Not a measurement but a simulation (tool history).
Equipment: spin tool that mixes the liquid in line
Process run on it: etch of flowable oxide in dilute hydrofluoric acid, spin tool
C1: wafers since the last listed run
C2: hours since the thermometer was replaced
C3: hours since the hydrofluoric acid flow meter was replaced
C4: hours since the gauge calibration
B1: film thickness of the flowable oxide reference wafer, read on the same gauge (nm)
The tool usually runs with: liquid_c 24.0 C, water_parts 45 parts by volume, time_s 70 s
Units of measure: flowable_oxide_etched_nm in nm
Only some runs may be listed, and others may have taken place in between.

{"run": 1, "day": 0.0, "liquid_c": 26.5, "water_parts": 45, "time_s": 70, "C1": 0, "C2": 644.3, "C3": 661.0, "C4": 1782.1, "B1": 146.73, "flowable_oxide_etched_nm": 60.46}
{"day": 1.558, "done": "gauge calibrated"}
{"run": 2, "day": 4.183, "liquid_c": 26.5, "water_parts": 45, "time_s": 70, "C1": 1572, "C2": 744.7, "C3": 761.4, "C4": 63.0, "B1": 149.37, "flowable_oxide_etched_nm": 60.86}
{"run": 3, "day": 10.4, "liquid_c": 24.0, "water_parts": 45, "time_s": 70, "C1": 2336, "C2": 893.9, "C3": 910.6, "C4": 212.2, "B1": 149.11, "flowable_oxide_etched_nm": 54.83}
{"run": 4, "day": 13.725, "liquid_c": 24.0, "water_parts": 45, "time_s": 70, "C1": 1249, "C2": 973.7, "C3": 990.4, "C4": 292.0, "B1": 148.93, "flowable_oxide_etched_nm": 55.4}
{"run": 5, "day": 17.517, "liquid_c": 23.0, "water_parts": 35, "time_s": 70, "C1": 1425, "C2": 1064.7, "C3": 1081.4, "C4": 383.0, "B1": 148.78, "flowable_oxide_etched_nm": 68.16}
{"day": 21.208, "done": "thermometer replaced"}
{"run": 6, "day": 21.496, "liquid_c": 23.0, "water_parts": 35, "time_s": 70, "C1": 1480, "C2": 6.9, "C3": 1176.9, "C4": 478.5, "B1": 148.6, "flowable_oxide_etched_nm": 68.19}
{"run": 7, "day": 23.217, "liquid_c": 23.0, "water_parts": 35, "time_s": 70, "C1": 646, "C2": 48.2, "C3": 1218.2, "C4": 519.8, "B1": 148.51, "flowable_oxide_etched_nm": 68.02}
{"run": 8, "day": 25.438, "liquid_c": 24.0, "water_parts": 45, "time_s": 70, "C1": 834, "C2": 101.5, "C3": 1271.5, "C4": 573.1, "B1": 148.41, "flowable_oxide_etched_nm": 54.82}
{"run": 9, "day": 27.883, "liquid_c": 24.0, "water_parts": 45, "time_s": 70, "C1": 919, "C2": 160.2, "C3": 1330.2, "C4": 631.8, "B1": 148.3, "flowable_oxide_etched_nm": 54.59}
{"run": 10, "day": 31.358, "liquid_c": 21.0, "water_parts": 65, "time_s": 105, "C1": 1306, "C2": 243.6, "C3": 1413.6, "C4": 715.2, "B1": 148.18, "flowable_oxide_etched_nm": 49.0}
{"run": 11, "day": 39.0, "liquid_c": 24.0, "water_parts": 45, "time_s": 70, "C1": 2872, "C2": 427.0, "C3": 1597.0, "C4": 898.6, "B1": 147.8, "flowable_oxide_etched_nm": 54.67}
{"run": 12, "day": 41.017, "liquid_c": 24.0, "water_parts": 45, "time_s": 70, "C1": 758, "C2": 475.4, "C3": 1645.4, "C4": 947.0, "B1": 147.7, "flowable_oxide_etched_nm": 53.68}
{"run": 13, "day": 43.0, "liquid_c": 24.0, "water_parts": 45, "time_s": 60, "C1": 745, "C2": 523.0, "C3": 1693.0, "C4": 994.6, "B1": 147.58, "flowable_oxide_etched_nm": 46.04}
{"run": 14, "day": 44.867, "liquid_c": 20.5, "water_parts": 45, "time_s": 70, "C1": 701, "C2": 567.8, "C3": 1737.8, "C4": 1039.4, "B1": 147.55, "flowable_oxide_etched_nm": 46.83}
{"run": 15, "day": 46.738, "liquid_c": 25.0, "water_parts": 45, "time_s": 95, "C1": 703, "C2": 612.7, "C3": 1782.7, "C4": 1084.3, "B1": 147.44, "flowable_oxide_etched_nm": 76.06}
{"run": 16, "day": 50.646, "liquid_c": 24.0, "water_parts": 45, "time_s": 70, "C1": 1469, "C2": 706.5, "C3": 1876.5, "C4": 1178.1, "B1": 147.24, "flowable_oxide_etched_nm": 53.42}
{"run": 17, "day": 53.138, "liquid_c": 24.0, "water_parts": 45, "time_s": 70, "C1": 936, "C2": 766.3, "C3": 1936.3, "C4": 1237.9, "B1": 147.11, "flowable_oxide_etched_nm": 54.05}
{"day": 55.379, "done": "hydrofluoric acid flow meter replaced"}
{"run": 18, "day": 56.008, "liquid_c": 22.5, "water_parts": 35, "time_s": 95, "C1": 1063, "C2": 835.2, "C3": 15.1, "C4": 1306.8, "B1": 147.04, "flowable_oxide_etched_nm": 88.7}
{"run": 19, "day": 57.562, "liquid_c": 24.0, "water_parts": 60, "time_s": 105, "C1": 584, "C2": 872.5, "C3": 52.4, "C4": 1344.1, "B1": 146.97, "flowable_oxide_etched_nm": 59.14}
{"run": 20, "day": 60.846, "liquid_c": 28.5, "water_parts": 25, "time_s": 55, "C1": 1234, "C2": 951.3, "C3": 131.2, "C4": 1422.9, "B1": 146.8, "flowable_oxide_etched_nm": 94.12}
{"run": 21, "day": 63.346, "liquid_c": 25.5, "water_parts": 45, "time_s": 70, "C1": 939, "C2": 1011.3, "C3": 191.2, "C4": 1482.9, "B1": 146.71, "flowable_oxide_etched_nm": 56.86}
{"run": 22, "day": 64.925, "liquid_c": 28.0, "water_parts": 45, "time_s": 70, "C1": 593, "C2": 1049.2, "C3": 229.1, "C4": 1520.8, "B1": 146.62, "flowable_oxide_etched_nm": 63.07}
{"run": 23, "day": 68.242, "liquid_c": 25.5, "water_parts": 45, "time_s": 90, "C1": 1246, "C2": 1128.8, "C3": 308.7, "C4": 1600.4, "B1": 146.46, "flowable_oxide_etched_nm": 73.23}
{"day": 68.642, "done": "thermometer replaced"}
{"run": 24, "day": 71.712, "liquid_c": 19.5, "water_parts": 45, "time_s": 45, "C1": 1289, "C2": 73.7, "C3": 392.0, "C4": 1683.7, "B1": 146.34, "flowable_oxide_etched_nm": 28.61}
{"run": 25, "day": 74.046, "liquid_c": 24.0, "water_parts": 45, "time_s": 70, "C1": 877, "C2": 129.7, "C3": 448.0, "C4": 1739.7, "B1": 146.23, "flowable_oxide_etched_nm": 53.46}
{"run": 26, "day": 76.279, "liquid_c": 24.0, "water_parts": 45, "time_s": 70, "C1": 839, "C2": 183.3, "C3": 501.6, "C4": 1793.3, "B1": 146.11, "flowable_oxide_etched_nm": 53.59}
{"run": 27, "day": 80.075, "liquid_c": 25.5, "water_parts": 40, "time_s": 40, "C1": 1426, "C2": 274.4, "C3": 592.7, "C4": 1884.4, "B1": 145.94, "flowable_oxide_etched_nm": 36.94}
{"run": 28, "day": 83.879, "liquid_c": 20.5, "water_parts": 30, "time_s": 95, "C1": 1430, "C2": 365.7, "C3": 684.0, "C4": 1975.7, "B1": 145.75, "flowable_oxide_etched_nm": 95.32}
{"run": 29, "day": 85.95, "liquid_c": 28.0, "water_parts": 60, "time_s": 40, "C1": 778, "C2": 415.4, "C3": 733.7, "C4": 2025.4, "B1": 145.67, "flowable_oxide_etched_nm": 26.22}
{"run": 30, "day": 88.975, "liquid_c": 24.0, "water_parts": 60, "time_s": 90, "C1": 1137, "C2": 488.0, "C3": 806.3, "C4": 2098.0, "B1": 145.5, "flowable_oxide_etched_nm": 50.18}
{"run": 31, "day": 91.038, "liquid_c": 27.0, "water_parts": 60, "time_s": 100, "C1": 775, "C2": 537.5, "C3": 855.8, "C4": 2147.5, "B1": 145.42, "flowable_oxide_etched_nm": 63.72}
{"run": 32, "day": 94.671, "liquid_c": 24.0, "water_parts": 45, "time_s": 95, "C1": 1365, "C2": 624.7, "C3": 943.0, "C4": 2234.7, "B1": 145.26, "flowable_oxide_etched_nm": 72.71}
{"run": 33, "day": 96.838, "liquid_c": 25.5, "water_parts": 40, "time_s": 40, "C1": 814, "C2": 676.7, "C3": 995.0, "C4": 2286.7, "B1": 145.18, "flowable_oxide_etched_nm": 36.66}
{"day": 99.204, "done": "gauge calibrated"}
{"run": 34, "day": 100.112, "liquid_c": 24.0, "water_parts": 45, "time_s": 70, "C1": 1231, "C2": 755.3, "C3": 1073.6, "C4": 21.8, "B1": 149.99, "flowable_oxide_etched_nm": 54.82}

Predict each of these 3 candidate next runs independently; none follows another, all start after run 34:
{"run": "A", "day": 100.129, "liquid_c": 24.0, "water_parts": 45, "time_s": 50, "C1": 6, "C2": 755.7, "C3": 1074.0, "C4": 22.2, "B1": "?", "flowable_oxide_etched_nm": "?"}
{"run": "B", "day": 100.129, "liquid_c": 21.5, "water_parts": 25, "time_s": 30, "C1": 6, "C2": 755.7, "C3": 1074.0, "C4": 22.2, "B1": "?", "flowable_oxide_etched_nm": "?"}
{"run": "C", "day": 100.129, "liquid_c": 26.5, "water_parts": 30, "time_s": 85, "C1": 6, "C2": 755.7, "C3": 1074.0, "C4": 22.2, "B1": "?", "flowable_oxide_etched_nm": "?"}

run=A B1=149.98 flowable_oxide_etched_nm=39.31
run=B B1=149.98 flowable_oxide_etched_nm=39.22
run=C B1=149.98 flowable_oxide_etched_nm=113.44
What these runs would have given with no unlogged condition in the tool:
run=A flowable_oxide_etched_nm=39.31
run=B flowable_oxide_etched_nm=39.22
run=C flowable_oxide_etched_nm=113.45
